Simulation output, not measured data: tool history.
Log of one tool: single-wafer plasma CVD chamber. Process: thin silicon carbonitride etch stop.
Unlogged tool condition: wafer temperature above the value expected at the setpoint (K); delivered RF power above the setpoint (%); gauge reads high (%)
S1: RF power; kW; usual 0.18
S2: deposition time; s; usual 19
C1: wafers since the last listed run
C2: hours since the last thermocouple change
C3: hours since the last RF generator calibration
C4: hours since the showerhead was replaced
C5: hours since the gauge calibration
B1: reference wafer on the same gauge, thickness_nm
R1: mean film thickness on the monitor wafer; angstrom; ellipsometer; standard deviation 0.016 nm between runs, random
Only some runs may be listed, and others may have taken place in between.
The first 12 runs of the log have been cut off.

run	hour	S1	S2	C1	C2	C3	C4	C5	B1	R1
13	118.8	0.2	19	389	869.4	1580.6	4471.9	288.6	10.996	108.35
14	128	0.2	19	243	878.6	1589.8	4481.1	297.8	10.996	108.37
15	134.8	0.18	19	180	885.4	1596.6	4487.9	304.6	11.002	105.99
# hour 155.7: RF generator calibrated
# hour 163.5: showerhead replaced
16	164	0.18	19	354	914.6	8.3	0.5	333.8	11.001	106.44
17	164.3	0.18	19	7	914.9	8.6	0.8	334.1	11	106.14
18	177.2	0.18	17.8	341	927.8	21.5	13.7	347	10.993	99.74
# hour 180.1: gauge calibrated
19	184.9	0.18	19	204	935.5	29.2	21.4	4.8	11	106.03
20	194.9	0.17	22.4	265	945.5	39.2	31.4	14.8	11	123.9
21	204.8	0.21	17.9	262	955.4	49.1	41.3	24.7	10.997	103.48
# hour 229.3: thermocouple changed; heater temperature recalibrated
22	248.3	0.19	16.4	941	19	92.6	84.8	68.2	10.995	92.9
23	258.7	0.16	16.5	275	29.4	103	95.2	78.6	10.999	90.22
24	267.8	0.15	20.3	241	38.5	112.1	104.3	87.7	11.004	109.27
25	276.3	0.215	20.9	225	47	120.6	112.8	96.2	11	120.71
26	290.1	0.215	19	365	60.8	134.4	126.6	110	11.001	110.06
27	297.8	0.2	19	204	68.5	142.1	134.3	117.7	10.996	108.48
28	315.4	0.155	19	466	86.1	159.7	151.9	135.3	10.999	103.27
29	333.3	0.18	19	474	104	177.6	169.8	153.2	11	106.14
30	340	0.18	16.1	177	110.7	184.3	176.5	159.9	11.004	90.05
31	353.9	0.155	20.8	368	124.6	198.2	190.4	173.8	11.002	113.36
32	371.4	0.195	22.6	463	142.1	215.7	207.9	191.3	10.999	128.46
33	377.5	0.18	19	161	148.2	221.8	214	197.4	11	106.19
34	389.1	0.155	22.3	307	159.8	233.4	225.6	209	11.004	121.03
35	398.3	0.15	16.3	243	169	242.6	234.8	218.2	10.997	87.9

Alternative continuations, all from the tool just after run 35; predict every row:
A	398.7	0.18	19	10	169.4	243	235.2	218.6	?	?
B	398.7	0.16	20.6	10	169.4	243	235.2	218.6	?	?
C	398.7	0.195	19	10	169.4	243	235.2	218.6	?	?
D	398.7	0.21	21.4	10	169.4	243	235.2	218.6	?	?
E	398.7	0.19	20.7	10	169.4	243	235.2	218.6	?	?

run	B1	R1
A	11.004	106.26
B	11.004	112.63
C	11.004	107.96
D	11.004	123.44
E	11.004	117.01
The same runs, with their run-to-run variation unchanged, on a tool lacking any hidden condition would have given:
run	R1
A	106.26
B	112.63
C	107.96
D	123.44
E	117.01
